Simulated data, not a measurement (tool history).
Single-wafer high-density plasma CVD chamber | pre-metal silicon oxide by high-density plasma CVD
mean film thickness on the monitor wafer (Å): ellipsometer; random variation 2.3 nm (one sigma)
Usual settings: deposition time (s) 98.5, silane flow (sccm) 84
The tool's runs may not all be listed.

run,hour,deposition time (s),silane flow (sccm),wafers since the last listed run,hours since the silane flow controller was replaced,hours since the gauge calibration,"read-back reference wafer on the same gauge, thickness_nm",mean film thickness on the monitor wafer (Å)
1,0.0,98.5,91,0,1497.2,30.4,778.604,9375.75
2,46.6,98.5,84,619,1543.8,77.0,778.585,8681.98
3,118.3,98.5,84,953,1615.5,148.7,779.469,8667.12
4,149.9,98.5,84,420,1647.1,180.3,778.847,8726.79
5,215.3,98.5,84,870,1712.5,245.7,778.937,8662.15
6,265.4,98.5,84,666,1762.6,295.8,778.448,8743.51
7,329.6,98.5,84,854,1826.8,360.0,778.878,8704.02
8,392.9,98.5,84,842,1890.1,423.3,778.819,8758.28
9,437.5,98.5,84,593,1934.7,467.9,779.337,8696.26
10,475.6,98.5,84,506,1972.8,506.0,778.148,8751.63
11,521.1,98.5,84,605,2018.3,551.5,779.216,8743.23
12,577.5,98.5,84,750,2074.7,607.9,779.028,8735.36
13,647.6,98.5,84,932,2144.8,678.0,779.445,8751.31
14,687.6,98.5,84,532,2184.8,718.0,778.834,8780.68
15,755.3,98.5,84,900,2252.5,785.7,779.326,8752.28
16,819.2,98.5,84,850,2316.4,849.6,779.395,8791.48
17,896.6,98.5,84,1029,2393.8,927.0,778.867,8776.24
18,932.8,98.5,84,481,2430.0,963.2,778.639,8753.85
19,980.9,98.5,84,639,2478.1,1011.3,779.191,8815.13
20,1032.1,98.5,84,681,2529.3,1062.5,778.796,8779.27
21,1092.4,98.5,84,802,2589.6,1122.8,778.960,8842.80
22,1163.8,91.0,78,949,2661.0,1194.2,779.221,7599.19
23,1190.3,110.2,95,352,2687.5,1220.7,778.955,11186.62
24,1220.8,98.5,84,405,2718.0,1251.2,779.166,8844.78
25,1287.6,98.5,84,888,2784.8,1318.0,779.483,8797.43
26,1354.0,98.5,67,883,2851.2,1384.4,779.260,7085.60
# hour 1361.1: gauge calibrated
27,1406.9,107.3,89,703,2904.1,45.8,779.364,10232.96
28,1432.1,110.7,96,335,2929.3,71.0,778.995,11362.20
29,1470.5,106.4,84,510,2967.7,109.4,778.919,9574.94
30,1495.0,98.5,99,325,2992.2,133.9,779.041,10456.28
31,1563.4,98.5,84,909,3060.6,202.3,779.600,8827.38
# hour 1584.1: silane flow controller replaced
32,1603.6,112.8,68,428,19.5,242.5,779.057,7903.65
33,1662.5,98.5,73,783,78.4,301.4,778.589,7394.10
34,1719.5,98.5,84,758,135.4,358.4,779.279,8453.71
35,1781.8,80.9,78,828,197.7,420.7,779.241,6478.07
36,1831.2,107.1,96,657,247.1,470.1,779.577,10526.33
37,1893.3,105.0,75,826,309.2,532.2,779.245,8105.16
38,1918.5,81.4,72,335,334.4,557.4,779.171,6058.05
39,1943.3,83.0,74,329,359.2,582.2,779.052,6312.68
40,2003.0,79.0,97,794,418.9,641.9,779.476,7932.66
41,2048.2,88.6,78,601,464.1,687.1,778.814,7149.61

3 ways to go on from here, each from the tool as it stands after run 41. What would each give?
A,2048.6,98.5,84,5,464.5,687.5,?,?
B,2048.6,105.8,69,5,464.5,687.5,?,?
C,2048.6,98.5,89,5,464.5,687.5,?,?

run,"read-back reference wafer on the same gauge, thickness_nm",mean film thickness on the monitor wafer (Å)
A,779.141,8544.32
B,779.141,7538.70
C,779.141,9052.91
Without the tool's hidden state the same runs would have given:
run,mean film thickness on the monitor wafer (Å)
A,8439.49
B,7446.21
C,8941.84

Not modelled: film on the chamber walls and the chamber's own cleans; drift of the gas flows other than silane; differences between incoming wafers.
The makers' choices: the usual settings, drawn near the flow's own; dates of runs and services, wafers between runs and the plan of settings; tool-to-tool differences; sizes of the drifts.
